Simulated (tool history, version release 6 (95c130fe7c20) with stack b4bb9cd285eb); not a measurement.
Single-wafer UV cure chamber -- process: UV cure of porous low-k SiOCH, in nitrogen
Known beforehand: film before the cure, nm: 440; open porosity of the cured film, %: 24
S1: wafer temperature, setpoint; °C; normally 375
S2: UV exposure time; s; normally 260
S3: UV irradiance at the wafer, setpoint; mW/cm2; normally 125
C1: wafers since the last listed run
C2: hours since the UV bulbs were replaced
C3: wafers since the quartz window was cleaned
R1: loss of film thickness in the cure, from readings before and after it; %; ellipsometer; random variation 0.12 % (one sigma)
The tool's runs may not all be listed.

run     day   S1   S2   S3   C1      C2    C3      R1
  1       0  375  260  125    0  1066.7  3290  11.422
  2   0.425  375  260  125   71  1076.9  3361  11.544
  3   0.946  375  260  125   87  1089.4  3448   11.49
  4   1.346  375  260  125   67    1099  3516  11.616
  5   1.812  375  260  125   78  1110.2  3594  11.552
  6   2.504  375  260  125  116  1126.8  3710  11.704
  7   2.758  369  260  125   42  1132.9  3753   11.28
  8   3.046  375  260  125   48  1139.8  3801  11.546
  9   3.612  375  260  125   95  1153.4  3897   11.75
 10   4.154  375  260  125   91  1166.4  3988  11.584
 11   4.471  375  305  125   53    1174  4041  12.394
 12   4.829  375  305  125   60  1182.6  4101   12.39
 13   5.508  375  305  125  114  1198.9  4215  12.222
      6.154  -- UV bulbs replaced
 14   6.175  375  260  109   56     0.5  4271   10.94
 15   6.546  375  260  109   62     9.4  4334   11.06
      7.071  -- quartz window cleaned
 16   7.092  360  345  125   35    22.5     3   11.98
 17   7.271  360  345  125   30    26.8    33   11.91
 18       8  375  370   98  122    44.3   156  11.562
 19   8.512  375  260   97   86    56.6   242   9.722
      9.096  -- quartz window cleaned, repeated, since the last time left the tool worse
 20   9.242  375  260  125   66    74.1    24   12.15
 21   9.704  375  260  125   77    85.2   102  12.062
 22  10.267  366  260  125   94    98.7   196  11.718
 23  10.821  380  110  125   93     112   289   8.451
 24  11.321  393  260  150   84     124   373   13.22
 25  11.658  375  260  125   56   132.1   430   11.94
 26  12.304  375  260  162  108   147.6   539  13.018
 27  12.646  369  120  107   57   155.8   596   7.988
 28  13.292  388  260  125  108   171.3   705  12.049
 29  13.604  375  260  125   52   178.8   757  11.889
 30    14.1  383  405  112   83   190.7   841  13.547
 31  14.542  375  260  125   74   201.3   915  11.826
 32  15.067  375  370   98   88   213.9  1003  12.098
 33  15.525  375  260  125   77   224.9  1080  11.721
 34  15.842  375  335  125   53   232.5  1133  13.026
 35  16.179  385  260  142   56   240.6  1190  12.861

Hidden state at the last listed run before each entry between runs and at the first one after, where it differs:
From run 13 to run 14: UV bulbs replaced (day 6.154)
  nothing in the hidden state changes from one run to the other
  measured result minus the result with no hidden state, R1: -0.583 -> -0.571 %
From run 15 to run 16: quartz window cleaned (day 7.071)
  transmission lost against a clean window, %: 12.4 -> 23.7
  measured result minus the result with no hidden state, R1: -0.579 -> -1.218 %
From run 19 to run 20: quartz window cleaned, repeated, since the last time left the tool worse (day 9.096)
  transmission lost against a clean window, %: 25.4 -> 0.7
  measured result minus the result with no hidden state, R1: -1.245 -> -0.031 %
